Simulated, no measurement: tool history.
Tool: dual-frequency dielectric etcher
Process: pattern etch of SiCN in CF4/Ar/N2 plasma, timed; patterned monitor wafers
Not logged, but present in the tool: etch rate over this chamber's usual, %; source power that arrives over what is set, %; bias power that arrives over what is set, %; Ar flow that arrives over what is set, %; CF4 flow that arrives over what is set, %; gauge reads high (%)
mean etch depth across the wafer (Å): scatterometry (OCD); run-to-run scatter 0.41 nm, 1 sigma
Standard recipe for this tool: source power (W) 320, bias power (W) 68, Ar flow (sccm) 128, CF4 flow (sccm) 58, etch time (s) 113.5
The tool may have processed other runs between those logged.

run    hour  source power (W)  bias power (W)  Ar flow (sccm)  CF4 flow (sccm)  etch time (s)  wafers since the last listed run  hours since the last wet clean  hours since the last source power generator calibration  hours since the last bias power generator calibration  hours since the last Ar flow controller change  hours since the last CF4 flow controller change  hours since the last upper electrode change  hours since the gauge calibration  read-back reference wafer on the same gauge, depth_nm  mean etch depth across the wafer (Å)
  1       0               370              68             128               58          113.5                                 0                           231.5                                                   2870.2                                                 3462.3                                          4576.2                                           4716.3                                       1436.6                                765                                                   60.2                                   677
  2    53.4               370              68             128               58          113.5                               574                           284.9                                                   2923.6                                                 3515.7                                          4629.6                                           4769.7                                         1490                              818.4                                                   59.8                                   683
  3    84.3               320              68             128               55          113.5                               332                           315.8                                                   2954.5                                                 3546.6                                          4660.5                                           4800.6                                       1520.9                              849.3                                                   59.9                                   609
  4   115.8               320              68             128               58          113.5                               339                           347.3                                                     2986                                                 3578.1                                            4692                                           4832.1                                       1552.4                              880.8                                                   59.8                                   611
  5   162.2               320              68             128               58          113.5                               499                           393.7                                                   3032.4                                                 3624.5                                          4738.4                                           4878.5                                       1598.8                              927.2                                                   59.7                                   602
      255.8  -- wet clean of the chamber
  6   256.3               320              68             128               58          113.5                               754                             0.5                                                   3126.5                                                 3718.6                                          4832.5                                           4972.6                                       1692.9                             1021.3                                                     59                                   611
  7   295.2               320              68             128               58          113.5                               418                            39.4                                                   3165.4                                                 3757.5                                          4871.4                                           5011.5                                       1731.8                             1060.2                                                   58.9                                   600
  8   363.4               320              68             128               58          113.5                               734                           107.6                                                   3233.6                                                 3825.7                                          4939.6                                           5079.7                                         1800                             1128.4                                                   58.5                                   594
  9   405.4               320              68             128               58          113.5                               452                           149.6                                                   3275.6                                                 3867.7                                          4981.6                                           5121.7                                         1842                             1170.4                                                   58.3                                   595
      454.7  -- CF4 flow controller replaced
 10   457.9               350              68             128               49          113.5                               500                           202.1                                                   3328.1                                                 3920.2                                          5034.1                                              3.2                                       1894.5                             1222.9                                                   58.1                                   616
 11   528.2               390              68             143               71            141                               756                           272.4                                                   3398.4                                                 3990.5                                          5104.4                                             73.5                                       1964.8                             1293.2                                                   57.7                                   870
      533.2  -- gauge calibrated
 12   599.1               260              75             128               62          113.5                               763                           343.3                                                   3469.3                                                 4061.4                                          5175.3                                            144.4                                       2035.7                               65.9                                                   61.1                                   568
      672.8  -- wet clean of the chamber
 13   673.3               320              68             157               58           92.5                               540                             0.5                                                   3543.5                                                 4135.6                                          5249.5                                            218.6                                       2109.9                              140.1                                                   61.1                                   502
      685.4  -- source power generator calibrated
      725.3  -- upper electrode replaced
 14   725.8               260              75             128               62          113.5                               263                              53                                                     40.4                                                 4188.1                                            5302                                            271.1                                          0.5                              192.6                                                   61.1                                   559
 15   784.6               320              80             112               58          113.5                               632                           111.8                                                     99.2                                                 4246.9                                          5360.8                                            329.9                                         59.3                              251.4                                                     61                                   670
      816.1  -- bias power generator calibrated
      842.4  -- Ar flow controller replaced
 16   852.7               320              60             128               69          113.5                               625                           179.9                                                    167.3                                                   36.6                                            10.3                                              398                                        127.4                              319.5                                                   60.8                                   621
 17   896.4               320              60             128               65           84.5                               470                           223.6                                                      211                                                   80.3                                              54                                            441.7                                        171.1                              363.2                                                   60.7                                   461
 18   967.1               320              68             103               58          113.5                               761                           294.3                                                    281.7                                                    151                                           124.7                                            512.4                                        241.8                              433.9                                                   60.6                                   622
 19    1019               250              54             118               58            100                               558                           346.2                                                    333.6                                                  202.9                                           176.6                                            564.3                                        293.7                              485.8                                                   60.6                                   434
 20  1050.9               320              68             128               55          113.5                               343                           378.1                                                    365.5                                                  234.8                                           208.5                                            596.2                                        325.6                              517.7                                                   60.6                                   612
 21  1106.1               290              63             128               58          113.5                               594                           433.3                                                    420.7                                                    290                                           263.7                                            651.4                                        380.8                              572.9                                                   60.6                                   564

Here are 4 independent what-if runs from the current tool condition. What would each one return?
  A  1106.5               320              75             128               58          113.5                                 4                           433.7                                                    421.1                                                  290.4                                           264.1                                            651.8                                        381.2                              573.3                                                      ?                                     ?
  B  1106.5               250              68             128               58          113.5                                 4                           433.7                                                    421.1                                                  290.4                                           264.1                                            651.8                                        381.2                              573.3                                                      ?                                     ?
  C  1106.5               350              83             104               58          113.5                                 4                           433.7                                                    421.1                                                  290.4                                           264.1                                            651.8                                        381.2                              573.3                                                      ?                                     ?
  D  1106.5               290              81             128               68          113.5                                 4                           433.7                                                    421.1                                                  290.4                                           264.1                                            651.8                                        381.2                              573.3                                                      ?                                     ?

run  read-back reference wafer on the same gauge, depth_nm  mean etch depth across the wafer (Å)
  A                                                   60.3                                   630
  B                                                   60.3                                   516
  C                                                   60.3                                   703
  D                                                   60.3                                   618
What these runs would have given with no unlogged condition in the tool:
run  mean etch depth across the wafer (Å)
  A                                   633
  B                                   518
  C                                   707
  D                                   622
